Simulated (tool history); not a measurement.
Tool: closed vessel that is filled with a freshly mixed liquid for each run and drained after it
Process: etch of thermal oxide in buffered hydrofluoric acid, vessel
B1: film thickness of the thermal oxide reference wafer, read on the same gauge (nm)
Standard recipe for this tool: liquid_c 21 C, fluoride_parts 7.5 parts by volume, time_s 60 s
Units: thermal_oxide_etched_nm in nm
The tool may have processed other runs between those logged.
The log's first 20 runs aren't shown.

run 21 hour=536.5 | liquid_c=21 fluoride_parts=5.5 time_s=70 | B1=120.04 | thermal_oxide_etched_nm=110.73
run 22 hour=554.4 | liquid_c=23 fluoride_parts=9 time_s=50 | B1=119.98 | thermal_oxide_etched_nm=54.9
run 23 hour=589 | liquid_c=21 fluoride_parts=10 time_s=60 | B1=119.97 | thermal_oxide_etched_nm=54.78
run 24 hour=619.8 | liquid_c=21 fluoride_parts=7.5 time_s=60 | B1=119.98 | thermal_oxide_etched_nm=71.26
run 25 hour=650.9 | liquid_c=21 fluoride_parts=7.5 time_s=60 | B1=119.99 | thermal_oxide_etched_nm=71.28
run 26 hour=684.8 | liquid_c=25 fluoride_parts=7.5 time_s=45 | B1=119.96 | thermal_oxide_etched_nm=66.02
run 27 hour=705.9 | liquid_c=17 fluoride_parts=7.5 time_s=75 | B1=120.02 | thermal_oxide_etched_nm=70.44
run 28 hour=720.7 | liquid_c=21 fluoride_parts=9.5 time_s=60 | B1=120.04 | thermal_oxide_etched_nm=56.61
run 29 hour=796.5 | liquid_c=25.5 fluoride_parts=10 time_s=75 | B1=120.01 | thermal_oxide_etched_nm=87.1
run 30 hour=820 | liquid_c=21 fluoride_parts=7.5 time_s=60 | B1=120.02 | thermal_oxide_etched_nm=70.45
run 31 hour=838 | liquid_c=21 fluoride_parts=7.5 time_s=60 | B1=119.96 | thermal_oxide_etched_nm=71.05
run 32 hour=859.9 | liquid_c=17 fluoride_parts=9.5 time_s=35 | B1=119.99 | thermal_oxide_etched_nm=26.22

What if the next run were any one of these 5? Each begins from the tool's condition after run 32:
run A hour=860.6 | liquid_c=21 fluoride_parts=7.5 time_s=60 | B1=? | thermal_oxide_etched_nm=?
run B hour=860.6 | liquid_c=21 fluoride_parts=7.5 time_s=30 | B1=? | thermal_oxide_etched_nm=?
run C hour=860.6 | liquid_c=19 fluoride_parts=7.5 time_s=90 | B1=? | thermal_oxide_etched_nm=?
run D hour=860.6 | liquid_c=21 fluoride_parts=7.5 time_s=90 | B1=? | thermal_oxide_etched_nm=?
run E hour=860.6 | liquid_c=17.5 fluoride_parts=8.5 time_s=75 | B1=? | thermal_oxide_etched_nm=?

run=A B1=119.98 thermal_oxide_etched_nm=70.47
run=B B1=119.98 thermal_oxide_etched_nm=35.24
run=C B1=119.98 thermal_oxide_etched_nm=94.52
run=D B1=119.98 thermal_oxide_etched_nm=105.71
run=E B1=119.98 thermal_oxide_etched_nm=63.17
Without the tool's unlogged condition, the same runs would have read:
run=A thermal_oxide_etched_nm=72.31
run=B thermal_oxide_etched_nm=36.16
run=C thermal_oxide_etched_nm=96.99
run=D thermal_oxide_etched_nm=108.47
run=E thermal_oxide_etched_nm=64.83

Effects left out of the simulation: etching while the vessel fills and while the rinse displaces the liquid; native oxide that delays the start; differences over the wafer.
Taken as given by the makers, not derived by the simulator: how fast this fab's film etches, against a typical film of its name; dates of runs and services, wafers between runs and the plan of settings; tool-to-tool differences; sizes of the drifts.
